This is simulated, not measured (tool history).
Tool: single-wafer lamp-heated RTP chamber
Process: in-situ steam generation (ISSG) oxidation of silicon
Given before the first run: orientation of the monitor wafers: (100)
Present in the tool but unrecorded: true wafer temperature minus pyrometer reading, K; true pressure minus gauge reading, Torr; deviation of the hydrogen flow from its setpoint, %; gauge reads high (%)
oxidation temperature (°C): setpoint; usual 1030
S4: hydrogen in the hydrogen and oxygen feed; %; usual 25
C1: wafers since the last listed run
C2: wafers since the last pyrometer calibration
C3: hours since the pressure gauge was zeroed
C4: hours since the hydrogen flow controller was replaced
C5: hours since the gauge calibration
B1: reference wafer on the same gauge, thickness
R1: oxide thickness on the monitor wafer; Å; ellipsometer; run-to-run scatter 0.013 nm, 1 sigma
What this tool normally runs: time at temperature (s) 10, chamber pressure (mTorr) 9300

Run 1, hour 0.0: usual settings; C1 0; C2 213; C3 3174.1; C4 4435.3; C5 146.0; B1 5.560. Result: R1 47.90 Å.
Run 2, hour 13.5: usual settings; C1 150; C2 363; C3 3187.6; C4 4448.8; C5 159.5; B1 5.563. Result: R1 47.76 Å.
Run 3, hour 45.0: usual settings but time at temperature (s) 11; C1 351; C2 715; C3 3219.1; C4 4480.3; C5 191.0; B1 5.565. Result: R1 50.31 Å.
Run 4, hour 76.8: usual settings but S4 32 %; C1 354; C2 1069; C3 3250.9; C4 4512.1; C5 222.8; B1 5.559. Result: R1 51.41 Å.
Run 5, hour 104.4: usual settings but S4 32 %; C1 307; C2 1377; C3 3278.5; C4 4539.7; C5 250.4; B1 5.556. Result: R1 51.65 Å.
Run 6, hour 118.8: usual settings but S4 32 %; C1 160; C2 1538; C3 3292.9; C4 4554.1; C5 264.8; B1 5.554. Result: R1 51.96 Å.
At hour 144.9: pyrometer window cleaned and pyrometer calibrated.
Run 7, hour 145.4: usual settings but oxidation temperature (°C) 1021, time at temperature (s) 13; C1 207; C2 6; C3 3319.5; C4 4580.7; C5 291.4; B1 5.561. Result: R1 54.18 Å.
Run 8, hour 167.6: usual settings but chamber pressure (mTorr) 8300; C1 247; C2 253; C3 3341.7; C4 4602.9; C5 313.6; B1 5.563. Result: R1 50.55 Å.
Run 9, hour 199.7: usual settings but chamber pressure (mTorr) 8300; C1 357; C2 611; C3 3373.8; C4 4635.0; C5 345.7; B1 5.560. Result: R1 50.83 Å.
Run 10, hour 212.4: usual settings but chamber pressure (mTorr) 8300; C1 141; C2 753; C3 3386.5; C4 4647.7; C5 358.4; B1 5.563. Result: R1 51.10 Å.
At hour 239.0: pyrometer window cleaned and pyrometer calibrated, repeated, since the last time left the tool worse.
At hour 242.1: hydrogen flow controller replaced.
Run 11, hour 242.6: usual settings; C1 213; C2 6; C3 3416.7; C4 0.5; C5 388.6; B1 5.557. Result: R1 47.86 Å.

Expected results for the next run?
Run 12, hour 251.4: usual settings but oxidation temperature (°C) 1036, time at temperature (s) 11, chamber pressure (mTorr) 8300, S4 21 %; C1 98; C2 104; C3 3425.5; C4 9.3; C5 397.4; B1 ?. Result: R1 ?.

{"run 12": {"B1": 5.561, "R1": 49.55}}
With the hidden condition absent and the run-to-run variation left alone, this run would have shown R1 49.36 Å.
